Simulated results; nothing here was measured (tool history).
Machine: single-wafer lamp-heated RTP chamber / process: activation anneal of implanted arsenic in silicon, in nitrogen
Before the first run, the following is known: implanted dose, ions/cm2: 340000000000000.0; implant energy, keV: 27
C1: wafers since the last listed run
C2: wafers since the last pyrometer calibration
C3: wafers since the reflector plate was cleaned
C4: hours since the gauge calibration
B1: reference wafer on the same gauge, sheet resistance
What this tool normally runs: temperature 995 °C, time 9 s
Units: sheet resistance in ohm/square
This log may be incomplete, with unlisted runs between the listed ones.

run 1 hour=0 | temperature=985 time=9 | C1=0 C2=3359 C3=2567 C4=284.2 | B1=229.36 | sheet_resistance=248.79
-- hour=35.4 reflector plate cleaned
run 2 hour=35.9 | temperature=985 time=9 | C1=383 C2=3743 C3=6 C4=320.1 | B1=229.23 | sheet_resistance=248.52
run 3 hour=66.2 | temperature=985 time=9 | C1=416 C2=4159 C3=423 C4=350.4 | B1=229.11 | sheet_resistance=248.8
run 4 hour=91.3 | temperature=995 time=5 | C1=344 C2=4504 C3=768 C4=375.5 | B1=228.94 | sheet_resistance=249.27
run 5 hour=105.3 | temperature=995 time=9 | C1=192 C2=4696 C3=960 C4=389.5 | B1=228.73 | sheet_resistance=247.73
run 6 hour=124 | temperature=995 time=9 | C1=256 C2=4953 C3=1217 C4=408.2 | B1=228.8 | sheet_resistance=247.98
run 7 hour=137.2 | temperature=995 time=9 | C1=181 C2=5134 C3=1398 C4=421.4 | B1=228.72 | sheet_resistance=247.41
run 8 hour=170.9 | temperature=995 time=9 | C1=462 C2=5597 C3=1861 C4=455.1 | B1=228.52 | sheet_resistance=246.67
run 9 hour=193.3 | temperature=995 time=10 | C1=307 C2=5905 C3=2169 C4=477.5 | B1=228.31 | sheet_resistance=247.28
run 10 hour=211.6 | temperature=995 time=10 | C1=251 C2=6156 C3=2420 C4=495.8 | B1=228.26 | sheet_resistance=246.81
run 11 hour=229.5 | temperature=995 time=10 | C1=245 C2=6402 C3=2666 C4=513.7 | B1=228.12 | sheet_resistance=246.24
-- hour=252.1 reflector plate cleaned
run 12 hour=263.4 | temperature=995 time=9 | C1=355 C2=6758 C3=155 C4=547.6 | B1=227.69 | sheet_resistance=246.38
run 13 hour=278.6 | temperature=995 time=9 | C1=208 C2=6967 C3=364 C4=562.8 | B1=227.76 | sheet_resistance=246.88
run 14 hour=307.7 | temperature=1011 time=7 | C1=399 C2=7367 C3=764 C4=591.9 | B1=227.51 | sheet_resistance=246.27
-- hour=323.6 pyrometer window cleaned and pyrometer calibrated
run 15 hour=340.9 | temperature=1017 time=6 | C1=346 C2=238 C3=1110 C4=625.1 | B1=227.17 | sheet_resistance=245.91
run 16 hour=372 | temperature=1014 time=12 | C1=427 C2=665 C3=1537 C4=656.2 | B1=226.9 | sheet_resistance=243.71
run 17 hour=403.4 | temperature=985 time=9 | C1=431 C2=1097 C3=1969 C4=687.6 | B1=226.53 | sheet_resistance=245.91
run 18 hour=436.9 | temperature=1016 time=9 | C1=460 C2=1557 C3=2429 C4=721.1 | B1=226.23 | sheet_resistance=243.71
-- hour=438.9 gauge calibrated
run 19 hour=453.7 | temperature=1019 time=9 | C1=230 C2=1788 C3=2660 C4=14.8 | B1=229.86 | sheet_resistance=247.74
run 20 hour=479.1 | temperature=1020 time=7 | C1=348 C2=2137 C3=3009 C4=40.2 | B1=229.58 | sheet_resistance=248.09
-- hour=497.5 reflector plate cleaned
run 21 hour=498 | temperature=995 time=9 | C1=149 C2=2286 C3=6 C4=59.1 | B1=229.7 | sheet_resistance=249.66
run 22 hour=517.8 | temperature=995 time=9 | C1=272 C2=2558 C3=278 C4=78.9 | B1=229.63 | sheet_resistance=248.41
run 23 hour=551.2 | temperature=967 time=13 | C1=458 C2=3017 C3=737 C4=112.3 | B1=229.69 | sheet_resistance=249.74
run 24 hour=564.7 | temperature=995 time=9 | C1=185 C2=3203 C3=923 C4=125.8 | B1=229.69 | sheet_resistance=248.54
run 25 hour=593.8 | temperature=968 time=5 | C1=399 C2=3602 C3=1323 C4=154.9 | B1=229.6 | sheet_resistance=250.07
run 26 hour=607.1 | temperature=1010 time=14 | C1=182 C2=3785 C3=1505 C4=168.2 | B1=229.46 | sheet_resistance=245.38

Each row is a separate what-if for the run after 26, all from the same tool condition, not one after another. Results?
run A hour=607.5 | temperature=1008 time=9 | C1=5 C2=3791 C3=1511 C4=168.6 | B1=? | sheet_resistance=?
run B hour=607.5 | temperature=975 time=4 | C1=5 C2=3791 C3=1511 C4=168.6 | B1=? | sheet_resistance=?
run C hour=607.5 | temperature=995 time=13 | C1=5 C2=3791 C3=1511 C4=168.6 | B1=? | sheet_resistance=?
run D hour=607.5 | temperature=1020 time=5 | C1=5 C2=3791 C3=1511 C4=168.6 | B1=? | sheet_resistance=?
run E hour=607.5 | temperature=1004 time=12 | C1=5 C2=3791 C3=1511 C4=168.6 | B1=? | sheet_resistance=?

run=A B1=229.67 sheet_resistance=248.02
run=B B1=229.67 sheet_resistance=250.95
run=C B1=229.67 sheet_resistance=247.74
run=D B1=229.67 sheet_resistance=249.08
run=E B1=229.67 sheet_resistance=247.37
Had the tool no hidden state, the same runs would have come out as:
run=A sheet_resistance=248.49
run=B sheet_resistance=251.43
run=C sheet_resistance=248.21
run=D sheet_resistance=249.56
run=E sheet_resistance=247.84
